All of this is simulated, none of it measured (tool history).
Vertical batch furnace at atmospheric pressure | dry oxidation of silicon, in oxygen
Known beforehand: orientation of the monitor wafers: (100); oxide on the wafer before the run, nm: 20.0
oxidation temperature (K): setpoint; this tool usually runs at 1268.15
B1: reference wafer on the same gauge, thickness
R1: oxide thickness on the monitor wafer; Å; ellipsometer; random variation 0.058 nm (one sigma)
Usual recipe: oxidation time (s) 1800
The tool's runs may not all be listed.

Run 1, day 0.000: usual settings; B1 46.01. Result: R1 406.4 Å.
Run 2, day 0.708: usual settings; B1 45.97. Result: R1 407.0 Å.
Run 3, day 1.588: usual settings; B1 46.01. Result: R1 406.4 Å.
Run 4, day 2.475: usual settings but oxidation time (s) 2310; B1 46.00. Result: R1 455.3 Å.
Run 5, day 2.875: usual settings but oxidation time (s) 2310; B1 46.01. Result: R1 454.6 Å.
Run 6, day 3.462: usual settings; B1 46.00. Result: R1 406.4 Å.
Run 7, day 3.775: usual settings; B1 46.01. Result: R1 407.1 Å.
Run 8, day 4.417: usual settings; B1 45.98. Result: R1 406.8 Å.
Run 9, day 5.079: usual settings; B1 46.00. Result: R1 405.9 Å.
Run 10, day 5.954: usual settings; B1 45.97. Result: R1 408.1 Å.
Run 11, day 6.504: usual settings but oxidation temperature (K) 1276.15; B1 46.01. Result: R1 429.9 Å.
Run 12, day 7.008: usual settings but oxidation temperature (K) 1258.15; B1 46.00. Result: R1 381.9 Å.
Run 13, day 7.650: usual settings but oxidation temperature (K) 1258.15; B1 45.99. Result: R1 382.7 Å.
Run 14, day 8.400: usual settings; B1 46.01. Result: R1 406.1 Å.
Run 15, day 8.904: usual settings but oxidation temperature (K) 1260.15, oxidation time (s) 1560; B1 46.01. Result: R1 365.3 Å.
At day 9.229: gauge calibrated.
Run 16, day 9.512: usual settings but oxidation temperature (K) 1260.15, oxidation time (s) 1560; B1 45.99. Result: R1 366.4 Å.
Run 17, day 10.100: usual settings but oxidation temperature (K) 1248.15, oxidation time (s) 1410; B1 46.03. Result: R1 331.8 Å.
Run 18, day 10.738: usual settings; B1 46.01. Result: R1 407.9 Å.
Run 19, day 11.388: usual settings; B1 46.01. Result: R1 407.3 Å.
Run 20, day 11.858: usual settings; B1 46.01. Result: R1 408.5 Å.
At day 12.883: thermocouples replaced and temperature profile calibrated.
Run 21, day 12.904: usual settings; B1 46.00. Result: R1 393.7 Å.
Run 22, day 13.121: usual settings but oxidation temperature (K) 1245.15, oxidation time (s) 2670; B1 46.01. Result: R1 412.6 Å.
Run 23, day 13.371: usual settings but oxidation temperature (K) 1257.15, oxidation time (s) 1410; B1 46.00. Result: R1 336.0 Å.
Run 24, day 14.012: usual settings; B1 46.02. Result: R1 393.2 Å.
At day 15.483: boat lift adjusted.
Run 25, day 15.504: usual settings; B1 46.00. Result: R1 393.8 Å.
Run 26, day 15.721: usual settings but oxidation temperature (K) 1274.15, oxidation time (s) 2040; B1 46.00. Result: R1 432.5 Å.
Run 27, day 15.933: usual settings but oxidation temperature (K) 1251.15, oxidation time (s) 2160; B1 45.97. Result: R1 387.7 Å.
Run 28, day 18.496: usual settings; B1 46.00. Result: R1 393.8 Å.
Run 29, day 18.821: usual settings but oxidation time (s) 2400; B1 45.99. Result: R1 448.6 Å.
Run 30, day 19.442: usual settings but oxidation time (s) 1290; B1 46.00. Result: R1 346.6 Å.
Run 31, day 19.917: usual settings but oxidation temperature (K) 1258.15; B1 46.00. Result: R1 371.2 Å.
Run 32, day 20.433: usual settings but oxidation temperature (K) 1253.15, oxidation time (s) 1080; B1 46.01. Result: R1 304.1 Å.
Run 33, day 20.929: usual settings but oxidation temperature (K) 1275.15, oxidation time (s) 2700; B1 46.01. Result: R1 501.1 Å.
Run 34, day 21.679: usual settings but oxidation temperature (K) 1254.15, oxidation time (s) 990; B1 45.99. Result: R1 297.6 Å.
Run 35, day 23.058: usual settings but oxidation temperature (K) 1287.15, oxidation time (s) 1170; B1 46.00. Result: R1 374.9 Å.
Run 36, day 23.629: usual settings but oxidation temperature (K) 1254.15, oxidation time (s) 1500; B1 46.00. Result: R1 340.2 Å.
Run 37, day 24.317: usual settings but oxidation temperature (K) 1257.15, oxidation time (s) 1380; B1 45.98. Result: R1 334.7 Å.
Run 38, day 24.912: usual settings but oxidation temperature (K) 1286.15; B1 46.01. Result: R1 446.8 Å.

Here are 4 independent what-if runs from the current tool condition. What would each one return?
Run A, day 25.129: usual settings; B1 ?. Result: R1 ?.
Run B, day 25.129: usual settings but oxidation temperature (K) 1261.15, oxidation time (s) 2310; B1 ?. Result: R1 ?.
Run C, day 25.129: usual settings but oxidation time (s) 2430; B1 ?. Result: R1 ?.
Run D, day 25.129: usual settings but oxidation temperature (K) 1249.15, oxidation time (s) 1560; B1 ?. Result: R1 ?.

run     B1     R1
  A  45.99  396.2
  B  45.99  422.7
  C  45.99  453.3
  D  45.99  339.8
Without the tool's unlogged condition, the same runs would have read:
run     R1
  A  391.2
  B  417.7
  C  447.1
  D  337.2
